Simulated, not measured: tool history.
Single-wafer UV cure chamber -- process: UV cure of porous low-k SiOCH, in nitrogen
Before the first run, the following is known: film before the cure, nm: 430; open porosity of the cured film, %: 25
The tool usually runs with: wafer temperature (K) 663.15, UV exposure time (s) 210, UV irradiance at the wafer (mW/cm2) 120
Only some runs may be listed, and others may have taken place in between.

run	hour	wafer temperature (K)	UV exposure time (s)	UV irradiance at the wafer (mW/cm2)	loss of film thickness in the cure (%)
1	0.0	663.15	160	99	8.653
2	22.1	663.15	160	99	8.899
3	35.5	663.15	160	99	8.708
4	58.4	663.15	210	120	10.963
5	88.5	663.15	210	120	10.709
6	117.2	663.15	210	120	10.991
7	141.7	663.15	210	120	10.667
8	174.6	663.15	210	120	10.471
9	191.3	663.15	210	120	10.621
10	214.9	663.15	210	120	10.407
11	252.2	663.15	210	120	12.536
12	279.1	663.15	210	120	12.010
13	294.7	648.15	275	99	12.006
14	333.7	669.15	295	88	12.376
15	352.0	650.15	335	104	13.467
16	398.9	663.15	210	159	13.136
17	418.8	677.15	290	141	14.042
18	443.7	674.15	275	145	14.208
19	469.6	663.15	285	120	13.374
20	493.9	663.15	210	120	11.931
21	525.6	654.15	160	147	11.494
22	633.2	657.15	335	103	12.724
23	665.0	650.15	160	149	11.351
24	694.2	663.15	210	120	11.696

Not shown here: 2 entries made in the log between runs. Locate each between two listed runs and compare the hidden state at the listed run before it with the hidden state at the listed run after it:
Logged between run 10 and run 11: UV bulbs replaced (hour 251.7)
  lamp output below its setpoint, %: 30.6 -> 3.57
  measured value less the no-hidden-state value, loss of film thickness in the cure (%): -1.657 -> -0.176
Logged between run 13 and run 14: quartz window cleaned (hour 333.2)
  lamp output below its setpoint, %: 4.45 -> 5.25
  measured value less the no-hidden-state value, loss of film thickness in the cure (%): -0.211 -> -0.257
